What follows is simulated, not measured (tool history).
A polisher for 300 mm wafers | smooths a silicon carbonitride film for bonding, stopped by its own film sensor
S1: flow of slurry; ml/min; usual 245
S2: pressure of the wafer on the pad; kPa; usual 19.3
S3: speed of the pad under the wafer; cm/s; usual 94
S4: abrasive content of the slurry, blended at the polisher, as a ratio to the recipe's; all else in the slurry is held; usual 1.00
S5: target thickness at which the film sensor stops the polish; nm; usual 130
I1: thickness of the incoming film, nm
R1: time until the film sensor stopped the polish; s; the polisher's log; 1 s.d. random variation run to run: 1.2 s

Run 1, hour 0.0: usual settings but S5 121 nm; I1 168.5. Result: R1 163.5 s.
Run 2, hour 66.4: usual settings; I1 170.8. Result: R1 141.2 s.
Run 3, hour 239.1: usual settings; I1 169.8. Result: R1 136.4 s.
At hour 314.5: worn pad replaced by a new one.
Run 4, hour 342.1: usual settings; I1 168.5. Result: R1 133.9 s.
Run 5, hour 403.1: usual settings but S5 137 nm; I1 167.1. Result: R1 103.1 s.
Run 6, hour 446.3: usual settings but S1 285 ml/min, S5 144 nm; I1 169.7. Result: R1 87.2 s.
Run 7, hour 505.4: usual settings but S3 78 cm/s, S4 0.90, S5 141 nm; I1 171.9. Result: R1 127.5 s.
Run 8, hour 613.3: usual settings but S4 0.90; I1 167.9. Result: R1 138.0 s.
At hour 623.6: slurry nozzle cleaned.
Run 9, hour 719.1: usual settings but S1 300 ml/min, S2 21.4 kPa, S3 122 cm/s, S4 1.20; I1 170.3. Result: R1 94.6 s.
At hour 753.6: slurry blender recalibrated.
Run 10, hour 815.6: usual settings but S4 0.75, S5 120 nm; I1 170.3. Result: R1 203.2 s.
At hour 846.3: head pressure recalibrated.
Run 11, hour 891.6: usual settings; I1 171.9. Result: R1 143.1 s.
Run 12, hour 959.1: usual settings but S2 24.1 kPa, S3 122 cm/s, S4 1.15; I1 168.1. Result: R1 81.6 s.
At hour 1052.7: worn pad replaced by a new one.
Run 13, hour 1055.4: usual settings but S1 275 ml/min, S4 1.10, S5 143 nm; I1 171.8. Result: R1 93.9 s.
Run 14, hour 1155.5: usual settings but S2 23.4 kPa, S4 0.90; I1 172.0. Result: R1 125.2 s.
Run 15, hour 1220.2: usual settings but S2 23.4 kPa, S3 72 cm/s, S4 1.10; I1 171.2. Result: R1 132.6 s.
Run 16, hour 1327.0: usual settings but S2 17.9 kPa; I1 169.5. Result: R1 148.3 s.
Run 17, hour 1378.5: usual settings but S1 280 ml/min, S3 66 cm/s, S4 0.80, S5 118 nm; I1 169.2. Result: R1 246.1 s.
Run 18, hour 1418.9: usual settings but S3 76 cm/s, S4 0.80; I1 171.8. Result: R1 182.8 s.
At hour 1441.0: slurry nozzle cleaned.
Run 19, hour 1457.7: usual settings but S1 180 ml/min, S2 22.1 kPa; I1 168.3. Result: R1 120.7 s.
At hour 1635.5: slurry blender recalibrated.
Run 20, hour 1709.6: usual settings; I1 170.9. Result: R1 141.6 s.
At hour 1841.6: worn pad replaced by a new one.
Run 21, hour 1967.1: usual settings but S1 210 ml/min, S5 126 nm; I1 167.8. Result: R1 147.3 s.
Run 22, hour 2008.7: usual settings but S1 295 ml/min, S2 24.8 kPa, S3 108 cm/s, S5 118 nm; I1 169.5. Result: R1 122.4 s.
Run 23, hour 2072.3: usual settings; I1 170.7. Result: R1 138.4 s.
At hour 2140.1: slurry nozzle cleaned.
Run 24, hour 2148.8: usual settings but S2 23.4 kPa; I1 168.3. Result: R1 108.9 s.
Run 25, hour 2236.7: usual settings but S1 280 ml/min, S3 122 cm/s; I1 170.0. Result: R1 112.4 s.
Run 26, hour 2307.4: usual settings but S1 270 ml/min, S2 17.2 kPa, S4 0.80, S5 124 nm; I1 172.8. Result: R1 207.4 s.
Run 27, hour 2343.4: usual settings; I1 169.8. Result: R1 137.4 s.
At hour 2389.6: slurry blender recalibrated.
Run 28, hour 2395.5: usual settings but S2 22.8 kPa, S5 125 nm; I1 169.7. Result: R1 131.7 s.
At hour 2477.4: head pressure recalibrated.
Run 29, hour 2492.2: usual settings but S2 13.8 kPa, S3 74 cm/s; I1 169.1. Result: R1 222.9 s.

Alternative continuations, all from the tool just after run 29; predict every row:
Run A, hour 2492.7: usual settings; I1 169.4. Result: R1 ?.
Run B, hour 2492.7: usual settings but S3 86 cm/s; I1 169.4. Result: R1 ?.
Run C, hour 2492.7: usual settings but S3 120 cm/s, S5 125 nm; I1 169.4. Result: R1 ?.
Run D, hour 2492.7: usual settings but S3 80 cm/s; I1 169.4. Result: R1 ?.
Run E, hour 2492.7: usual settings but S1 210 ml/min, S3 74 cm/s, S4 0.75; I1 169.4. Result: R1 ?.

run     R1
  A  135.7
  B  144.0
  C  129.3
  D  151.0
  E  188.8
Without the tool's hidden state the same runs would have given:
run     R1
  A  135.7
  B  144.0
  C  129.3
  D  151.0
  E  188.8

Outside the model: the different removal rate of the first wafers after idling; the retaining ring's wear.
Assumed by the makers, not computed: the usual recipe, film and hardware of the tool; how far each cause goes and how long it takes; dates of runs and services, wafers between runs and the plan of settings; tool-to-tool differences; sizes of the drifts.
